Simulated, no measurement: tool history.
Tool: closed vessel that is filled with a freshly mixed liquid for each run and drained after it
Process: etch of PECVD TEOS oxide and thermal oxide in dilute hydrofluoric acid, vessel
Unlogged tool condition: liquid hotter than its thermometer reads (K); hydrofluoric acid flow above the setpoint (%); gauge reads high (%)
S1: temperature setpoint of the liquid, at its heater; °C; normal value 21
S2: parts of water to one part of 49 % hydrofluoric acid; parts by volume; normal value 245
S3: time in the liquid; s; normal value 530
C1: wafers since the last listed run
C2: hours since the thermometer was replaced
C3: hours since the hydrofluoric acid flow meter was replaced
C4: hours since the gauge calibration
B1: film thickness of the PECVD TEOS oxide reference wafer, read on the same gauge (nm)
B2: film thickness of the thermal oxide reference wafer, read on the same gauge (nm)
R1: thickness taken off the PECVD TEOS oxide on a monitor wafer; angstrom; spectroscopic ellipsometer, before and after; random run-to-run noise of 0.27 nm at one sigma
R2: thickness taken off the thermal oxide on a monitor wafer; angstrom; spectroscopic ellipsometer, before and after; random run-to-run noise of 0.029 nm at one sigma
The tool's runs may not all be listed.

run    hour    S1   S2   S3    C1      C2      C3      C4      B1     B2     R1     R2
  1       0    23  245  530     0   939.7  1576.1   217.4  120.01     50  440.5   76.2
  2    45.3    23  245  530  2071     985  1621.4   262.7     120     50  436.9     76
  3   131.3    23  245  530  3933    1071  1707.4   348.7     120  49.99  441.7   76.4
  4     206  19.5  245  530  3416  1145.7  1782.1   423.4     120  49.99    394   66.9
  5   271.9  19.5  245  530  3014  1211.6    1848   489.3     120     50  391.6   67.6
  6   357.7  19.5  245  530  3924  1297.4  1933.8   575.1  119.99  50.01  387.9   67.7
  7   443.3    21  245  530  3915    1383  2019.4   660.7     120  49.99  420.7   71.5
  8   480.6    21  245  530  1706  1420.3  2056.7     698     120     50  419.7   71.5
  9   518.9    19  245  530  1751  1458.6    2095   736.3  120.01  49.99  390.6   66.9
 10   611.8    19  245  530  4249  1551.5  2187.9   829.2  119.99  49.98  390.1   67.2
      644.2  -- thermometer replaced
 11   707.4    21  245  530  4326    63.2  2283.5   924.8  120.01  50.02  392.8   68.1
 12   766.4    21  245  380  2698   122.2  2342.5   983.8  120.02     50  285.8     49
 13   810.5    21  245  310  2017   166.3  2386.6  1027.9  120.01  50.01  231.3   40.1
      832.2  -- gauge calibrated
      971.3  -- hydrofluoric acid flow meter replaced
 14   971.8    21  245  530  7331   327.6     0.5   139.6  119.99     50  396.9   68.8
 15  1013.5  23.5  245  725  1907   369.3    42.2   181.3     120  50.04  600.8  102.7
 16  1053.3    17  245  785  1820   409.1      82   221.1     120  49.99  515.6   86.9
 17  1109.4    17  340  740  2565   465.2   138.1   277.2     120  49.98  321.2   55.1
 18  1193.3  25.5  245  530  3837   549.1     222   361.1     120     50  477.5   81.3
 19  1276.5    21  245  530  3805   632.3   305.2   444.3  119.98     50  402.3   69.4
 20  1335.6  19.5  285  225  2703   691.4   364.3   503.4  120.01  50.04  135.7   23.3
 21  1424.4    21  245  260  4061   780.2   453.1   592.2     120     50  199.9     34
 22  1480.3    25  245  830  2556   836.1     509   648.1     120  50.04  749.4  127.5
 23  1535.1    21  245  220  2506   890.9   563.8   702.9  119.98  50.01  170.5   29.2

What if the next run were any one of these 4? Each begins from the tool's condition after run 23:
  A  1535.9    21  245  530  36  891.7  564.6  703.7   ?   ?   ?   ?
  B  1535.9    25  355  735  36  891.7  564.6  703.7   ?   ?   ?   ?
  C  1535.9  18.5  245  530  36  891.7  564.6  703.7   ?   ?   ?   ?
  D  1535.9  24.5  245  740  36  891.7  564.6  703.7   ?   ?   ?   ?

run   B1     B2     R1    R2
  A  120  49.99  408.9  69.5
  B  120  49.99  403.8  68.6
  C  120  49.99  372.5  63.3
  D  120  49.99  647.5   110
Stripped of hidden state, with their random variation kept, the same runs would have yielded:
run     R1     R2
  A  391.9   66.6
  B  388.8   66.1
  C  356.6   60.6
  D  621.6  105.6

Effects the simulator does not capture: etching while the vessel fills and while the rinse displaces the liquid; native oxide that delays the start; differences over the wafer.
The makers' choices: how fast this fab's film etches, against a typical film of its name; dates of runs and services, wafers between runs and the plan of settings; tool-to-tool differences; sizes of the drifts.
